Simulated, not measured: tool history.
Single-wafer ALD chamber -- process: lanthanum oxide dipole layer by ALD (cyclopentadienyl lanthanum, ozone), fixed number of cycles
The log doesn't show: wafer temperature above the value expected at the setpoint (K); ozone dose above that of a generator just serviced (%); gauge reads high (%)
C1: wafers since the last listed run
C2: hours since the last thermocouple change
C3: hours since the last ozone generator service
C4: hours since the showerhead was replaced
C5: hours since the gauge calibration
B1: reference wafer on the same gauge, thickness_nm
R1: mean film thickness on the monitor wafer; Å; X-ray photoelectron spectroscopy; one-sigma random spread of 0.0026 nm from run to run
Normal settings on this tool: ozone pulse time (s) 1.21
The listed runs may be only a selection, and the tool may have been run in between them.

{"run": 1, "hour": 0.0, "ozone pulse time (s)": 1.21, "C1": 0, "C2": 2007.8, "C3": 450.3, "C4": 5194.6, "C5": 393.4, "B1": 0.515, "R1": 5.04}
{"run": 2, "hour": 39.9, "ozone pulse time (s)": 1.21, "C1": 1083, "C2": 2047.7, "C3": 490.2, "C4": 5234.5, "C5": 433.3, "B1": 0.515, "R1": 5.04}
{"run": 3, "hour": 83.8, "ozone pulse time (s)": 1.21, "C1": 1191, "C2": 2091.6, "C3": 534.1, "C4": 5278.4, "C5": 477.2, "B1": 0.514, "R1": 5.03}
{"run": 4, "hour": 114.4, "ozone pulse time (s)": 1.21, "C1": 830, "C2": 2122.2, "C3": 564.7, "C4": 5309.0, "C5": 507.8, "B1": 0.514, "R1": 5.01}
{"run": 5, "hour": 286.3, "ozone pulse time (s)": 1.21, "C1": 4666, "C2": 2294.1, "C3": 736.6, "C4": 5480.9, "C5": 679.7, "B1": 0.51, "R1": 5.03}
{"run": 6, "hour": 355.2, "ozone pulse time (s)": 1.21, "C1": 1870, "C2": 2363.0, "C3": 805.5, "C4": 5549.8, "C5": 748.6, "B1": 0.509, "R1": 4.95}
{"run": 7, "hour": 427.0, "ozone pulse time (s)": 1.21, "C1": 1948, "C2": 2434.8, "C3": 877.3, "C4": 5621.6, "C5": 820.4, "B1": 0.508, "R1": 4.91}
{"hour": 436.6, "done": "showerhead replaced"}
{"hour": 465.6, "done": "ozone generator serviced"}
{"run": 8, "hour": 468.6, "ozone pulse time (s)": 1.21, "C1": 694, "C2": 2476.4, "C3": 3.0, "C4": 32.0, "C5": 862.0, "B1": 0.507, "R1": 4.99}
{"hour": 577.4, "done": "thermocouple changed; heater temperature recalibrated"}
{"run": 9, "hour": 582.0, "ozone pulse time (s)": 1.21, "C1": 2860, "C2": 4.6, "C3": 116.4, "C4": 145.4, "C5": 975.4, "B1": 0.505, "R1": 4.9}
{"run": 10, "hour": 763.4, "ozone pulse time (s)": 1.21, "C1": 4923, "C2": 186.0, "C3": 297.8, "C4": 326.8, "C5": 1156.8, "B1": 0.502, "R1": 4.87}
{"run": 11, "hour": 811.3, "ozone pulse time (s)": 1.38, "C1": 1300, "C2": 233.9, "C3": 345.7, "C4": 374.7, "C5": 1204.7, "B1": 0.501, "R1": 5.07}
{"hour": 832.4, "done": "gauge calibrated"}
{"run": 12, "hour": 847.7, "ozone pulse time (s)": 0.81, "C1": 988, "C2": 270.3, "C3": 382.1, "C4": 411.1, "C5": 15.3, "B1": 0.524, "R1": 4.15}
{"run": 13, "hour": 904.6, "ozone pulse time (s)": 1.69, "C1": 1544, "C2": 327.2, "C3": 439.0, "C4": 468.0, "C5": 72.2, "B1": 0.522, "R1": 5.46}
{"run": 14, "hour": 934.9, "ozone pulse time (s)": 0.86, "C1": 822, "C2": 357.5, "C3": 469.3, "C4": 498.3, "C5": 102.5, "B1": 0.521, "R1": 4.28}
{"run": 15, "hour": 989.4, "ozone pulse time (s)": 1.21, "C1": 1479, "C2": 412.0, "C3": 523.8, "C4": 552.8, "C5": 157.0, "B1": 0.521, "R1": 5.08}
{"run": 16, "hour": 1059.0, "ozone pulse time (s)": 0.92, "C1": 1889, "C2": 481.6, "C3": 593.4, "C4": 622.4, "C5": 226.6, "B1": 0.52, "R1": 4.5}
{"run": 17, "hour": 1104.8, "ozone pulse time (s)": 1.65, "C1": 1243, "C2": 527.4, "C3": 639.2, "C4": 668.2, "C5": 272.4, "B1": 0.518, "R1": 5.39}
{"run": 18, "hour": 1142.1, "ozone pulse time (s)": 0.98, "C1": 1012, "C2": 564.7, "C3": 676.5, "C4": 705.5, "C5": 309.7, "B1": 0.518, "R1": 4.62}
{"run": 19, "hour": 1170.6, "ozone pulse time (s)": 1.21, "C1": 773, "C2": 593.2, "C3": 705.0, "C4": 734.0, "C5": 338.2, "B1": 0.518, "R1": 5.04}
{"run": 20, "hour": 1222.6, "ozone pulse time (s)": 1.21, "C1": 1411, "C2": 645.2, "C3": 757.0, "C4": 786.0, "C5": 390.2, "B1": 0.517, "R1": 5.04}
{"run": 21, "hour": 1276.3, "ozone pulse time (s)": 0.84, "C1": 1457, "C2": 698.9, "C3": 810.7, "C4": 839.7, "C5": 443.9, "B1": 0.516, "R1": 4.17}

For some of the steps in R1 from one run to the next: how much would appear even if the tool had no hidden state, given the settings, what came in and random variation, and how much remains for the hidden state plus any gauge scatter that the measured result and the result without hidden state don't share?
Run 4 -> 5: nothing adjusted, nothing logged. R1 +0.02 Å: hidden state -0.03, all else +0.05.
Run 11 -> 12: ozone pulse time (s) 1.38 -> 0.81, gauge calibrated. R1 -0.92 Å: hidden state +0.22, all else -1.14.
Run 12 -> 13: ozone pulse time (s) 0.81 -> 1.69. R1 +1.31 Å: hidden state -0.01, all else +1.32.
Run 13 -> 14: ozone pulse time (s) 1.69 -> 0.86. R1 -1.18 Å: hidden state +0.00, all else -1.18.
